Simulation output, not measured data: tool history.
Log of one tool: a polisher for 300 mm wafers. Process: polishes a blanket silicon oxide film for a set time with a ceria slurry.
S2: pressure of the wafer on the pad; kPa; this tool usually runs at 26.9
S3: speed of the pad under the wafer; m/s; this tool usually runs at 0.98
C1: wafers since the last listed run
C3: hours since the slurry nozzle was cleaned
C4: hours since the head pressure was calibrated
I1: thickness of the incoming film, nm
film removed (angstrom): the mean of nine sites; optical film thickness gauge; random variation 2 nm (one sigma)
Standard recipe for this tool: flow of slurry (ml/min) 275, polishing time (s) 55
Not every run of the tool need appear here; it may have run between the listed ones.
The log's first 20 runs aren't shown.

run 21 hour=1382.0 | flow_of_slurry_(ml/min)=275 S2=26.9 S3=0.98 polishing_time_(s)=55 | C1=649 wafers_polished_on_this_pad=1347 C3=382.6 C4=782.8 | I1=918.0 | film_removed_(angstrom)=3085
run 22 hour=1461.1 | flow_of_slurry_(ml/min)=365 S2=31.7 S3=0.76 polishing_time_(s)=62 | C1=1033 wafers_polished_on_this_pad=2380 C3=461.7 C4=861.9 | I1=912.5 | film_removed_(angstrom)=3195
run 23 hour=1518.6 | flow_of_slurry_(ml/min)=320 S2=26.9 S3=1.10 polishing_time_(s)=55 | C1=750 wafers_polished_on_this_pad=3131 C3=519.2 C4=919.4 | I1=918.8 | film_removed_(angstrom)=3432
run 24 hour=1560.4 | flow_of_slurry_(ml/min)=195 S2=20.0 S3=0.98 polishing_time_(s)=40 | C1=545 wafers_polished_on_this_pad=3677 C3=561.0 C4=961.2 | I1=914.8 | film_removed_(angstrom)=1587
run 25 hour=1659.6 | flow_of_slurry_(ml/min)=275 S2=19.3 S3=0.98 polishing_time_(s)=70 | C1=1295 wafers_polished_on_this_pad=4972 C3=660.2 C4=1060.4 | I1=920.7 | film_removed_(angstrom)=2706
-- hour=1669.6 slurry nozzle cleaned
run 26 hour=1736.9 | flow_of_slurry_(ml/min)=340 S2=34.5 S3=0.72 polishing_time_(s)=68 | C1=996 wafers_polished_on_this_pad=5969 C3=67.3 C4=1137.7 | I1=929.2 | film_removed_(angstrom)=3546
run 27 hour=1812.5 | flow_of_slurry_(ml/min)=185 S2=35.2 S3=1.12 polishing_time_(s)=62 | C1=987 wafers_polished_on_this_pad=6956 C3=142.9 C4=1213.3 | I1=916.7 | film_removed_(angstrom)=4948
-- hour=1836.7 head pressure recalibrated
-- hour=1913.8 worn pad replaced by a new one
run 28 hour=1990.1 | flow_of_slurry_(ml/min)=275 S2=26.9 S3=0.98 polishing_time_(s)=55 | C1=2241 wafers_polished_on_this_pad=996 C3=320.5 C4=153.4 | I1=926.1 | film_removed_(angstrom)=3103
run 29 hour=2070.0 | flow_of_slurry_(ml/min)=195 S2=26.9 S3=0.98 polishing_time_(s)=55 | C1=1043 wafers_polished_on_this_pad=2039 C3=400.4 C4=233.3 | I1=910.3 | film_removed_(angstrom)=3017
run 30 hour=2174.3 | flow_of_slurry_(ml/min)=275 S2=31.0 S3=0.98 polishing_time_(s)=69 | C1=1362 wafers_polished_on_this_pad=3401 C3=504.7 C4=337.6 | I1=918.5 | film_removed_(angstrom)=4461
run 31 hour=2269.9 | flow_of_slurry_(ml/min)=325 S2=21.4 S3=0.74 polishing_time_(s)=67 | C1=1248 wafers_polished_on_this_pad=4650 C3=600.3 C4=433.2 | I1=907.1 | film_removed_(angstrom)=2235
run 32 hour=2355.1 | flow_of_slurry_(ml/min)=275 S2=26.9 S3=0.98 polishing_time_(s)=55 | C1=1112 wafers_polished_on_this_pad=5763 C3=685.5 C4=518.4 | I1=907.5 | film_removed_(angstrom)=3003
-- hour=2367.1 slurry nozzle cleaned
run 33 hour=2443.0 | flow_of_slurry_(ml/min)=275 S2=26.9 S3=0.98 polishing_time_(s)=55 | C1=1134 wafers_polished_on_this_pad=6898 C3=75.9 C4=606.3 | I1=915.5 | film_removed_(angstrom)=3120
run 34 hour=2535.7 | flow_of_slurry_(ml/min)=300 S2=23.4 S3=1.10 polishing_time_(s)=65 | C1=1210 wafers_polished_on_this_pad=8108 C3=168.6 C4=699.0 | I1=930.4 | film_removed_(angstrom)=3599
-- hour=2562.7 worn pad replaced by a new one
run 35 hour=2575.4 | flow_of_slurry_(ml/min)=200 S2=26.9 S3=1.18 polishing_time_(s)=70 | C1=466 wafers_polished_on_this_pad=165 C3=208.3 C4=738.7 | I1=926.6 | film_removed_(angstrom)=4645
run 36 hour=2667.4 | flow_of_slurry_(ml/min)=310 S2=22.1 S3=1.28 polishing_time_(s)=71 | C1=1201 wafers_polished_on_this_pad=1367 C3=300.3 C4=830.7 | I1=919.0 | film_removed_(angstrom)=4265
run 37 hour=2746.9 | flow_of_slurry_(ml/min)=225 S2=26.9 S3=0.98 polishing_time_(s)=55 | C1=1038 wafers_polished_on_this_pad=2405 C3=379.8 C4=910.2 | I1=938.9 | film_removed_(angstrom)=2999

Each row is a separate what-if for the run after 37, all from the same tool condition, not one after another. Results?
run A hour=2747.3 | flow_of_slurry_(ml/min)=275 S2=26.9 S3=0.98 polishing_time_(s)=55 | C1=5 wafers_polished_on_this_pad=2410 C3=380.2 C4=910.6 | I1=930.9 | film_removed_(angstrom)=?
run B hour=2747.3 | flow_of_slurry_(ml/min)=275 S2=32.4 S3=0.98 polishing_time_(s)=55 | C1=5 wafers_polished_on_this_pad=2410 C3=380.2 C4=910.6 | I1=930.9 | film_removed_(angstrom)=?
run C hour=2747.3 | flow_of_slurry_(ml/min)=200 S2=26.9 S3=0.98 polishing_time_(s)=73 | C1=5 wafers_polished_on_this_pad=2410 C3=380.2 C4=910.6 | I1=930.9 | film_removed_(angstrom)=?
run D hour=2747.3 | flow_of_slurry_(ml/min)=225 S2=23.4 S3=0.80 polishing_time_(s)=63 | C1=5 wafers_polished_on_this_pad=2410 C3=380.2 C4=910.6 | I1=930.9 | film_removed_(angstrom)=?

run=A film_removed_(angstrom)=3038
run=B film_removed_(angstrom)=3661
run=C film_removed_(angstrom)=3945
run=D film_removed_(angstrom)=2443
With the hidden condition removed and each run's random variation left untouched, the same runs would have given:
run=A film_removed_(angstrom)=3167
run=B film_removed_(angstrom)=3816
run=C film_removed_(angstrom)=4124
run=D film_removed_(angstrom)=2551
